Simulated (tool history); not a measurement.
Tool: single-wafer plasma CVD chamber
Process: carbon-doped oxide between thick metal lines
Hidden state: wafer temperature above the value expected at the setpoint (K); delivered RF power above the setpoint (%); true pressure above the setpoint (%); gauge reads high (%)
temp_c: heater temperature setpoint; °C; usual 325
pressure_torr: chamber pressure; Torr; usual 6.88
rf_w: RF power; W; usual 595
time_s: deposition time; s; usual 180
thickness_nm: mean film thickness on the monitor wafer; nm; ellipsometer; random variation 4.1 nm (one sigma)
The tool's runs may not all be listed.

| run | hour | temp_c | pressure_torr | rf_w | time_s | wafers since the last listed run | hours since the last thermocouple change | hours since the last RF generator calibration | hours since the last manometer calibration | hours since the showerhead was replaced | hours since the gauge calibration | read-back reference wafer on the same gauge, thickness_nm | thickness_nm |
|---|---|---|---|---|---|---|---|---|---|---|---|---|---|
| 1 | 0 | 325 | 6.88 | 690 | 180 | 0 | 1750.9 | 1392.9 | 1633.3 | 5785.7 | 770.3 | 1180.515 | 1218.771 |
| 2 | 34.3 | 325 | 6.88 | 690 | 180 | 224 | 1785.2 | 1427.2 | 1667.6 | 5820 | 804.6 | 1180.226 | 1213.929 |
| 3 | 82.4 | 314 | 6.88 | 595 | 180 | 314 | 1833.3 | 1475.3 | 1715.7 | 5868.1 | 852.7 | 1178.883 | 1159.974 |
| 4 | 131.7 | 325 | 6.88 | 595 | 180 | 322 | 1882.6 | 1524.6 | 1765 | 5917.4 | 902 | 1179.659 | 1116.304 |
| 5 | 160.3 | 325 | 6.88 | 595 | 180 | 187 | 1911.2 | 1553.2 | 1793.6 | 5946 | 930.6 | 1180.477 | 1117.537 |
|  | 211.2 | capacitance manometer re-zeroed and calibrated |
| 6 | 220.5 | 325 | 6.88 | 595 | 180 | 341 | 1971.4 | 1613.4 | 9.3 | 6006.2 | 990.8 | 1180.054 | 1116.515 |
| 7 | 256.4 | 325 | 6.88 | 595 | 180 | 235 | 2007.3 | 1649.3 | 45.2 | 6042.1 | 1026.7 | 1181.319 | 1120.38 |
| 8 | 310.6 | 325 | 6.88 | 595 | 180 | 354 | 2061.5 | 1703.5 | 99.4 | 6096.3 | 1080.9 | 1179.873 | 1109.116 |
| 9 | 347.2 | 325 | 6.88 | 595 | 201 | 239 | 2098.1 | 1740.1 | 136 | 6132.9 | 1117.5 | 1179.547 | 1248.86 |
| 10 | 385.9 | 317 | 7.98 | 525 | 151 | 253 | 2136.8 | 1778.8 | 174.7 | 6171.6 | 1156.2 | 1180.404 | 908.945 |
| 11 | 437.9 | 317 | 6.88 | 550 | 180 | 340 | 2188.8 | 1830.8 | 226.7 | 6223.6 | 1208.2 | 1180.303 | 1091.816 |
|  | 480.3 | thermocouple changed; heater temperature recalibrated |
| 12 | 505.7 | 325 | 6.08 | 595 | 199 | 391 | 25.4 | 1898.6 | 294.5 | 6291.4 | 1276 | 1181.142 | 1213.842 |
| 13 | 651.9 | 325 | 6.88 | 595 | 180 | 957 | 171.6 | 2044.8 | 440.7 | 6437.6 | 1422.2 | 1179.647 | 1116.11 |
| 14 | 689 | 325 | 6.88 | 560 | 163 | 242 | 208.7 | 2081.9 | 477.8 | 6474.7 | 1459.3 | 1180.733 | 971.151 |
|  | 717.5 | RF generator calibrated |
| 15 | 744.2 | 325 | 6.88 | 690 | 180 | 309 | 263.9 | 26.7 | 533 | 6529.9 | 1514.5 | 1180.069 | 1243.451 |
| 16 | 774.2 | 325 | 7.82 | 480 | 180 | 196 | 293.9 | 56.7 | 563 | 6559.9 | 1544.5 | 1180.317 | 1027.02 |
| 17 | 811.8 | 325 | 6.88 | 595 | 180 | 246 | 331.5 | 94.3 | 600.6 | 6597.5 | 1582.1 | 1178.286 | 1138.334 |
|  | 853.9 | showerhead replaced |
| 18 | 872.5 | 325 | 6.88 | 595 | 180 | 345 | 392.2 | 155 | 661.3 | 18.6 | 1642.8 | 1180.784 | 1138.62 |
| 19 | 942 | 325 | 8.04 | 550 | 148 | 455 | 461.7 | 224.5 | 730.8 | 88.1 | 1712.3 | 1178.582 | 904.388 |
| 20 | 992.4 | 325 | 6.39 | 595 | 201 | 330 | 512.1 | 274.9 | 781.2 | 138.5 | 1762.7 | 1179.816 | 1256.366 |
| 21 | 1044.8 | 325 | 6.88 | 515 | 213 | 343 | 564.5 | 327.3 | 833.6 | 190.9 | 1815.1 | 1180.425 | 1243.81 |
|  | 1073.2 | gauge calibrated |
| 22 | 1098.7 | 325 | 7.79 | 550 | 190 | 352 | 618.4 | 381.2 | 887.5 | 244.8 | 25.5 | 1179.776 | 1158.3 |
| 23 | 1129.7 | 325 | 6.88 | 595 | 180 | 203 | 649.4 | 412.2 | 918.5 | 275.8 | 56.5 | 1180.361 | 1126.262 |
| 24 | 1166.1 | 330 | 6.88 | 595 | 180 | 238 | 685.8 | 448.6 | 954.9 | 312.2 | 92.9 | 1180.15 | 1118.977 |
| 25 | 1197.3 | 325 | 6.88 | 595 | 180 | 204 | 717 | 479.8 | 986.1 | 343.4 | 124.1 | 1180.556 | 1132.184 |
| 26 | 1407.3 | 325 | 7.43 | 595 | 180 | 1375 | 927 | 689.8 | 1196.1 | 553.4 | 334.1 | 1180.301 | 1137.308 |
| 27 | 1466.9 | 325 | 6.88 | 595 | 180 | 390 | 986.6 | 749.4 | 1255.7 | 613 | 393.7 | 1180.001 | 1134.147 |
| 28 | 1500.9 | 317 | 7.53 | 595 | 180 | 222 | 1020.6 | 783.4 | 1289.7 | 647 | 427.7 | 1180.327 | 1167.401 |
| 29 | 1570.1 | 325 | 6.88 | 595 | 180 | 453 | 1089.8 | 852.6 | 1358.9 | 716.2 | 496.9 | 1180.886 | 1128.751 |

3 ways to go on from here, each from the tool as it stands after run 29. What would each give?
| A | 1570.6 | 325 | 6.88 | 680 | 180 | 3 | 1090.3 | 853.1 | 1359.4 | 716.7 | 497.4 | ? | ? |
| B | 1570.6 | 339 | 6.88 | 595 | 168 | 3 | 1090.3 | 853.1 | 1359.4 | 716.7 | 497.4 | ? | ? |
| C | 1570.6 | 325 | 5.93 | 595 | 180 | 3 | 1090.3 | 853.1 | 1359.4 | 716.7 | 497.4 | ? | ? |

| run | read-back reference wafer on the same gauge, thickness_nm | thickness_nm |
|---|---|---|
| A | 1179.722 | 1216.129 |
| B | 1179.722 | 1013.627 |
| C | 1179.722 | 1110.966 |
Without the tool's hidden state the same runs would have given:
| run | thickness_nm |
|---|---|
| A | 1239.62 |
| B | 1033.786 |
| C | 1133.062 |
